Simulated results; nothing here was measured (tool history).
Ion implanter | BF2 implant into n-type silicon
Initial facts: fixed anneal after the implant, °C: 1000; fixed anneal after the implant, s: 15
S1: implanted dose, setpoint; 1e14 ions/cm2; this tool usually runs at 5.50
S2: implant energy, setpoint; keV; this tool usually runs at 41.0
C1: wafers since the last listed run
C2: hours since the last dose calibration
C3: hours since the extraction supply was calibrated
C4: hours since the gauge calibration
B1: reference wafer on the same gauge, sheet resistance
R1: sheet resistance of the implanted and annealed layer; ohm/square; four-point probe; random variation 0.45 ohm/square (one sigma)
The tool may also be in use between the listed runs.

run,hour,S1,S2,C1,C2,C3,C4,B1,R1
1,0.0,5.50,41.0,0,159.7,1999.7,83.3,216.04,201.77
2,104.2,6.27,41.0,1465,263.9,2103.9,187.5,216.79,182.75
3,174.6,6.27,41.0,990,334.3,2174.3,257.9,217.05,182.63
4,265.1,5.50,41.0,1273,424.8,2264.8,348.4,217.46,202.78
5,316.2,5.50,41.0,718,475.9,2315.9,399.5,217.39,203.94
6,404.0,5.50,41.0,1235,563.7,2403.7,487.3,217.89,202.47
7,465.2,5.50,41.0,860,624.9,2464.9,548.5,218.03,203.90
8,536.9,5.50,41.0,1008,696.6,2536.6,620.2,218.25,204.00
9,615.1,5.50,41.0,1100,774.8,2614.8,698.4,218.47,204.20
10,691.6,5.50,41.0,1076,851.3,2691.3,774.9,218.54,204.60
11,744.6,5.50,41.0,745,904.3,2744.3,827.9,218.56,204.27
12,830.1,5.94,41.0,1202,989.8,2829.8,913.4,218.72,192.36
13,891.4,5.50,41.0,862,1051.1,2891.1,974.7,219.00,204.66
14,991.6,5.50,41.0,1409,1151.3,2991.3,1074.9,218.91,204.42
15,1064.1,5.50,41.0,1019,1223.8,3063.8,1147.4,219.19,204.37
# hour 1136.7: extraction supply calibrated
# hour 1165.0: Faraday cup replaced and dose calibrated
16,1165.5,5.50,41.0,1201,0.5,28.8,1248.8,219.04,204.63
17,1257.2,5.50,41.0,1289,92.2,120.5,1340.5,219.34,204.42
18,1342.5,5.50,41.0,1199,177.5,205.8,1425.8,219.26,204.82
19,1409.6,5.50,32.5,943,244.6,272.9,1492.9,219.31,213.05
20,1477.4,5.50,54.5,953,312.4,340.7,1560.7,219.37,199.22
21,1520.6,6.27,41.0,607,355.6,383.9,1603.9,219.32,185.03
# hour 1530.7: gauge calibrated
22,1585.6,3.89,30.5,914,420.6,448.9,54.9,214.83,279.66
23,1629.2,6.13,36.0,613,464.2,492.5,98.5,215.20,189.44
24,1671.3,4.20,41.0,592,506.3,534.6,140.6,215.45,254.34
25,1767.6,6.96,37.0,1354,602.6,630.9,236.9,216.02,172.95
26,1805.5,5.06,41.0,533,640.5,668.8,274.8,216.21,216.41
27,1892.3,4.81,46.5,1221,727.3,755.6,361.6,216.62,223.65
28,1940.2,5.50,41.0,673,775.2,803.5,409.5,216.57,202.69
29,2002.1,6.24,41.0,870,837.1,865.4,471.4,216.93,183.21
30,2068.9,3.96,27.5,939,903.9,932.2,538.2,217.19,281.72
31,2111.7,6.13,36.0,602,946.7,975.0,581.0,217.24,191.31
32,2163.7,5.50,27.0,731,998.7,1027.0,633.0,217.29,220.11
33,2261.1,5.50,29.0,1370,1096.1,1124.4,730.4,217.64,215.64
34,2316.0,4.49,51.5,772,1151.0,1179.3,785.3,217.68,236.49
35,2383.4,6.78,50.0,948,1218.4,1246.7,852.7,217.77,167.33
36,2482.5,4.06,36.5,1394,1317.5,1345.8,951.8,217.97,268.10
# hour 2750.6: Faraday cup replaced and dose calibrated
37,2797.3,6.20,41.0,4315,46.7,1660.6,1266.6,218.20,184.68
38,2855.2,6.27,41.0,814,104.6,1718.5,1324.5,218.38,183.96

What was the tool's hidden state at every run in the log?
deviation of the true dose from the Faraday cup's reading, %: 0 on each run
deviation of the true energy from its setpoint, %: 0 on each run
H1: gauge reads high (%)
run,H1
1,0.465
2,0.751
3,0.916
4,1.1
5,1.19
6,1.33
7,1.41
8,1.5
9,1.58
10,1.66
11,1.7
12,1.76
13,1.8
14,1.86
15,1.89
16,1.93
17,1.96
18,1.99
19,2.01
20,2.02
21,2.03
22,-0.0254
23,0.107
24,0.226
25,0.466
26,0.549
27,0.721
28,0.804
29,0.902
30,0.997
31,1.05
32,1.11
33,1.21
34,1.26
35,1.32
36,1.38
37,1.54
38,1.56
